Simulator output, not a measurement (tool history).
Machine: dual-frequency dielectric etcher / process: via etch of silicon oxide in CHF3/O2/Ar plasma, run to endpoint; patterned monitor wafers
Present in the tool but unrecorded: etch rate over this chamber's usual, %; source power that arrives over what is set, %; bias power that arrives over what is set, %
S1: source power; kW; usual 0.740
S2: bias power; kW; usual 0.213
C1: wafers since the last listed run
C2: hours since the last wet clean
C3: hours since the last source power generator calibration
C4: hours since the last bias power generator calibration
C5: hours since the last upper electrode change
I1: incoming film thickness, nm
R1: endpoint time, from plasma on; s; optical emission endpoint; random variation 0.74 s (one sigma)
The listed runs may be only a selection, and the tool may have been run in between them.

run,hour,S1,S2,C1,C2,C3,C4,C5,I1,R1
1,0.0,0.740,0.213,0,525.2,2789.0,3933.2,5004.7,529.8,246.8
2,49.1,0.740,0.213,320,574.3,2838.1,3982.3,5053.8,533.2,249.2
# hour 90.7: wet clean of the chamber
3,209.2,0.740,0.213,887,118.5,2998.2,4142.4,5213.9,533.7,246.6
4,260.5,0.740,0.213,334,169.8,3049.5,4193.7,5265.2,530.5,245.1
5,289.5,0.740,0.213,189,198.8,3078.5,4222.7,5294.2,536.3,248.0
6,352.8,0.740,0.213,412,262.1,3141.8,4286.0,5357.5,534.1,248.0
7,389.8,0.740,0.213,241,299.1,3178.8,4323.0,5394.5,534.5,247.3
8,436.4,0.740,0.213,303,345.7,3225.4,4369.6,5441.1,533.1,248.1
# hour 442.9: bias power generator calibrated
9,462.8,0.740,0.213,146,372.1,3251.8,19.9,5467.5,537.2,249.7
10,517.9,0.740,0.213,359,427.2,3306.9,75.0,5522.6,534.3,248.0
11,543.0,0.740,0.213,163,452.3,3332.0,100.1,5547.7,530.5,247.3
# hour 585.4: wet clean of the chamber
12,585.9,0.820,0.213,123,0.5,3374.9,143.0,5590.6,532.2,233.7
# hour 655.5: upper electrode replaced
13,735.6,0.740,0.182,819,150.2,3524.6,292.7,80.1,536.0,257.3
14,800.9,0.890,0.190,425,215.5,3589.9,358.0,145.4,532.1,236.5
15,845.4,0.910,0.181,290,260.0,3634.4,402.5,189.9,534.2,238.3
16,886.8,0.740,0.213,269,301.4,3675.8,443.9,231.3,534.9,248.4
17,958.4,0.640,0.199,466,373.0,3747.4,515.5,302.9,531.0,268.1
18,1012.3,0.740,0.165,351,426.9,3801.3,569.4,356.8,532.4,267.5
19,1046.3,0.600,0.178,221,460.9,3835.3,603.4,390.8,531.9,284.5
# hour 1070.2: source power generator calibrated
20,1106.7,0.670,0.228,367,521.3,36.5,663.8,451.2,532.5,252.9
# hour 1148.8: wet clean of the chamber
21,1171.8,0.610,0.171,267,23.0,101.6,728.9,516.3,533.7,284.6
22,1209.2,0.740,0.213,243,60.4,139.0,766.3,553.7,534.6,245.9
23,1399.5,0.740,0.213,1240,250.7,329.3,956.6,744.0,536.4,247.2
24,1468.8,0.600,0.231,451,320.0,398.6,1025.9,813.3,532.0,262.8

Alternative continuations, all from the tool just after run 24; predict every row:
A,1469.3,0.690,0.213,3,320.5,399.1,1026.4,813.8,527.2,?
B,1469.3,0.650,0.213,3,320.5,399.1,1026.4,813.8,527.2,?
C,1469.3,0.660,0.247,3,320.5,399.1,1026.4,813.8,527.2,?
D,1469.3,0.740,0.198,3,320.5,399.1,1026.4,813.8,527.2,?
E,1469.3,0.740,0.168,3,320.5,399.1,1026.4,813.8,527.2,?

run,R1
A,251.5
B,257.9
C,245.0
D,249.5
E,261.2
Without the tool's unlogged condition, the same runs would have read:
run,R1
A,250.2
B,256.6
C,243.8
D,248.2
E,259.9
